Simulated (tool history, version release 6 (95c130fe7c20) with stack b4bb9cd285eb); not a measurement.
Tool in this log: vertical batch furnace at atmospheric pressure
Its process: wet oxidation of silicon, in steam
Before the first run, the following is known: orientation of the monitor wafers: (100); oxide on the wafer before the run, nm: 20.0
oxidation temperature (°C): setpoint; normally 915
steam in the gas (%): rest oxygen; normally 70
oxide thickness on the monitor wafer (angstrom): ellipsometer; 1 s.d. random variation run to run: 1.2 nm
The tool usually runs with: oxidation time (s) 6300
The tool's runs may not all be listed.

| run | day | oxidation temperature (°C) | oxidation time (s) | steam in the gas (%) | wafers since the last listed run | hours since the last temperature calibration | hours since the steam generator was serviced | hours since the gauge calibration | read-back reference wafer on the same gauge, thickness | oxide thickness on the monitor wafer (angstrom) |
|---|---|---|---|---|---|---|---|---|---|---|
| 1 | 0 | 915 | 6300 | 67 | 0 | 3911.5 | 1094.6 | 798.9 | 226.08 | 2311.1 |
| 2 | 2.65 | 915 | 6300 | 67 | 421 | 3975.1 | 1158.2 | 862.5 | 225.55 | 2329.5 |
| 3 | 3.55 | 915 | 6300 | 70 | 143 | 3996.7 | 1179.8 | 884.1 | 226.23 | 2404.4 |
| 4 | 4.125 | 915 | 6300 | 70 | 91 | 4010.5 | 1193.6 | 897.9 | 225.91 | 2386.8 |
| 5 | 5.021 | 915 | 6300 | 70 | 142 | 4032 | 1215.1 | 919.4 | 226.25 | 2402.4 |
| 6 | 5.85 | 915 | 6300 | 70 | 131 | 4051.9 | 1235 | 939.3 | 226.11 | 2398.9 |
| 7 | 7.175 | 915 | 6300 | 76 | 210 | 4083.7 | 1266.8 | 971.1 | 225.68 | 2544.4 |
|  | 8.654 | thermocouples replaced and temperature profile calibrated |
| 8 | 8.675 | 915 | 6300 | 76 | 79 | 0.5 | 1302.8 | 1007.1 | 226.33 | 2553.6 |
| 9 | 10.208 | 915 | 6300 | 76 | 243 | 37.3 | 1339.6 | 1043.9 | 225.89 | 2574 |
| 10 | 11.171 | 915 | 6300 | 70 | 153 | 60.4 | 1362.7 | 1067 | 225.81 | 2382.4 |
| 11 | 12.504 | 928 | 6300 | 70 | 212 | 92.4 | 1394.7 | 1099 | 225.93 | 2721.8 |
| 12 | 13.946 | 928 | 6300 | 70 | 229 | 127 | 1429.3 | 1133.6 | 225.55 | 2724.1 |
| 13 | 15.342 | 928 | 6300 | 70 | 222 | 160.5 | 1462.8 | 1167.1 | 225.61 | 2709.5 |
| 14 | 16.125 | 915 | 6300 | 70 | 124 | 179.3 | 1481.6 | 1185.9 | 225.7 | 2385.6 |
| 15 | 16.771 | 915 | 6300 | 70 | 102 | 194.8 | 1497.1 | 1201.4 | 225.97 | 2384.7 |
| 16 | 18.146 | 915 | 6300 | 70 | 218 | 227.8 | 1530.1 | 1234.4 | 226.12 | 2408 |
| 17 | 19.417 | 915 | 6300 | 70 | 202 | 258.3 | 1560.6 | 1264.9 | 226.2 | 2392.6 |
| 18 | 20.258 | 915 | 6300 | 70 | 133 | 278.5 | 1580.8 | 1285.1 | 225.91 | 2377.1 |
|  | 21.404 | gauge calibrated |
| 19 | 21.692 | 893 | 4710 | 77 | 228 | 312.9 | 1615.2 | 6.9 | 226.23 | 1589.1 |
| 20 | 22.25 | 915 | 7110 | 61 | 88 | 326.3 | 1628.6 | 20.3 | 226.02 | 2355.4 |
| 21 | 23.15 | 907 | 6300 | 70 | 143 | 347.9 | 1650.2 | 41.9 | 226.02 | 2180.1 |
| 22 | 24.317 | 915 | 6300 | 70 | 185 | 375.9 | 1678.2 | 69.9 | 226.26 | 2387.8 |
| 23 | 25.492 | 915 | 5160 | 70 | 186 | 404.1 | 1706.4 | 98.1 | 225.93 | 2060.3 |
| 24 | 26.025 | 915 | 4920 | 70 | 84 | 416.9 | 1719.2 | 110.9 | 226.26 | 1981.4 |
| 25 | 26.621 | 915 | 6300 | 70 | 94 | 431.2 | 1733.5 | 125.2 | 225.99 | 2395.8 |
| 26 | 27.875 | 895 | 7230 | 61 | 199 | 461.3 | 1763.6 | 155.3 | 225.68 | 1915.1 |
| 27 | 28.675 | 938 | 8460 | 59 | 127 | 480.5 | 1782.8 | 174.5 | 225.88 | 3250 |
|  | 29.846 | steam generator serviced |
| 28 | 29.867 | 924 | 6300 | 74 | 30 | 509.1 | 0.5 | 203.1 | 226.19 | 2719.7 |
| 29 | 30.446 | 924 | 6300 | 66 | 92 | 523 | 14.4 | 217 | 225.51 | 2501 |
| 30 | 31.892 | 928 | 6300 | 61 | 230 | 557.7 | 49.1 | 251.7 | 225.88 | 2437.9 |
| 31 | 33.025 | 915 | 9150 | 65 | 180 | 584.9 | 76.3 | 278.9 | 226.31 | 3003.3 |
| 32 | 33.779 | 915 | 6300 | 70 | 119 | 603 | 94.4 | 297 | 226.02 | 2396.6 |
| 33 | 35.246 | 890 | 6300 | 70 | 233 | 638.2 | 129.6 | 332.2 | 226.23 | 1779.2 |
| 34 | 36.583 | 915 | 8460 | 70 | 212 | 670.3 | 161.7 | 364.3 | 225.73 | 3034.3 |
| 35 | 37.596 | 915 | 8550 | 70 | 161 | 694.6 | 186 | 388.6 | 225.83 | 3030.7 |
| 36 | 38.229 | 915 | 6300 | 70 | 100 | 709.8 | 201.2 | 403.8 | 225.95 | 2403.9 |
| 37 | 38.942 | 915 | 6300 | 70 | 113 | 726.9 | 218.3 | 420.9 | 225.75 | 2386.3 |
| 38 | 40.133 | 915 | 6300 | 70 | 189 | 755.5 | 246.9 | 449.5 | 226.25 | 2369.1 |
| 39 | 41.446 | 915 | 6300 | 70 | 208 | 787 | 278.4 | 481 | 225.97 | 2398.2 |

Here are 3 independent what-if runs from the current tool condition. What would each one return?
| A | 41.696 | 915 | 6300 | 70 | 39 | 793 | 284.4 | 487 | ? | ? |
| B | 41.696 | 915 | 6300 | 59 | 39 | 793 | 284.4 | 487 | ? | ? |
| C | 41.696 | 915 | 8760 | 60 | 39 | 793 | 284.4 | 487 | ? | ? |

| run | read-back reference wafer on the same gauge, thickness | oxide thickness on the monitor wafer (angstrom) |
|---|---|---|
| A | 225.99 | 2392.5 |
| B | 225.99 | 2093.5 |
| C | 225.99 | 2741.7 |
Without the tool's hidden state the same runs would have given:
| run | oxide thickness on the monitor wafer (angstrom) |
|---|---|
| A | 2392.5 |
| B | 2093.5 |
| C | 2741.7 |

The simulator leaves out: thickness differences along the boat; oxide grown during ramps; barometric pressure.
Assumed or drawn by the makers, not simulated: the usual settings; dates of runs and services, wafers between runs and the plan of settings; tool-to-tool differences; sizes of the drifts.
